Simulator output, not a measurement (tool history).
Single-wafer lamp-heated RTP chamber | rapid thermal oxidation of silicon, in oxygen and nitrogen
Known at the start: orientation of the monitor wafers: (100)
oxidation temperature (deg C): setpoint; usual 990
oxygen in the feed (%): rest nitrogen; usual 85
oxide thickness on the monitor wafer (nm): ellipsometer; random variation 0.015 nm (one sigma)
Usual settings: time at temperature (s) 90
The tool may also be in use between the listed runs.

run	hour	oxidation temperature (deg C)	time at temperature (s)	oxygen in the feed (%)	wafers since the last listed run	wafers since the last pyrometer calibration	hours since the oxygen flow controller was replaced	hours since the gauge calibration	read-back reference wafer on the same gauge, thickness	oxide thickness on the monitor wafer (nm)
1	0	990	90	85	0	7796	3573	113	5.768	6.502
2	8.6	990	90	85	79	7875	3581.6	121.6	5.764	6.504
3	15.7	990	90	85	65	7941	3588.7	128.7	5.769	6.5
4	24.5	990	90	85	80	8022	3597.5	137.5	5.776	6.482
5	36.3	990	90	85	108	8130	3609.3	149.3	5.769	6.505
6	47.3	990	90	85	101	8231	3620.3	160.3	5.771	6.531
7	91.7	990	90	85	408	8639	3664.7	204.7	5.771	6.537
8	102.8	990	90	85	102	8741	3675.8	215.8	5.767	6.578
9	113.1	990	90	85	94	8836	3686.1	226.1	5.769	6.546
10	119.7	990	90	85	60	8897	3692.7	232.7	5.771	6.536
# hour 132.3: oxygen flow controller replaced
11	132.8	990	90	85	46	8944	0.5	245.8	5.77	6.54
12	135.7	990	90	85	26	8970	3.4	248.7	5.77	6.568
13	151.6	990	90	85	146	9116	19.3	264.6	5.77	6.581
# hour 165.7: pyrometer window cleaned and pyrometer calibrated
14	167.6	990	90	85	73	17	35.3	280.6	5.772	6.175
15	185.5	961	90	85	164	182	53.2	298.5	5.765	5.017
16	191.9	1013	90	62	58	241	59.6	304.9	5.77	6.594
# hour 198.2: gauge calibrated
17	201.1	966	90	85	84	325	68.8	2.9	5.773	5.191
18	218.8	990	54	85	162	488	86.5	20.6	5.773	4.972
19	227	990	90	85	75	563	94.7	28.8	5.769	6.244
20	238.7	961	56	98	107	671	106.4	40.5	5.773	4.301
21	248.6	968	90	85	91	762	116.3	50.4	5.769	5.278
22	256	990	128	98	68	830	123.7	57.8	5.769	7.697
23	265.9	1017	125	68	91	921	133.6	67.7	5.765	8.162
24	278.2	990	66	85	113	1034	145.9	80	5.769	5.446

Forecast each of these 3 alternatives for the next run:
A	278.7	1003	90	85	4	1039	146.4	80.5	?	?
B	278.7	990	50	72	4	1039	146.4	80.5	?	?
C	278.7	966	103	57	4	1039	146.4	80.5	?	?

run	read-back reference wafer on the same gauge, thickness	oxide thickness on the monitor wafer (nm)
A	5.772	6.859
B	5.772	4.56
C	5.772	4.831
Without the tool's hidden state the same runs would have given:
run	oxide thickness on the monitor wafer (nm)
A	6.663
B	4.435
C	4.694

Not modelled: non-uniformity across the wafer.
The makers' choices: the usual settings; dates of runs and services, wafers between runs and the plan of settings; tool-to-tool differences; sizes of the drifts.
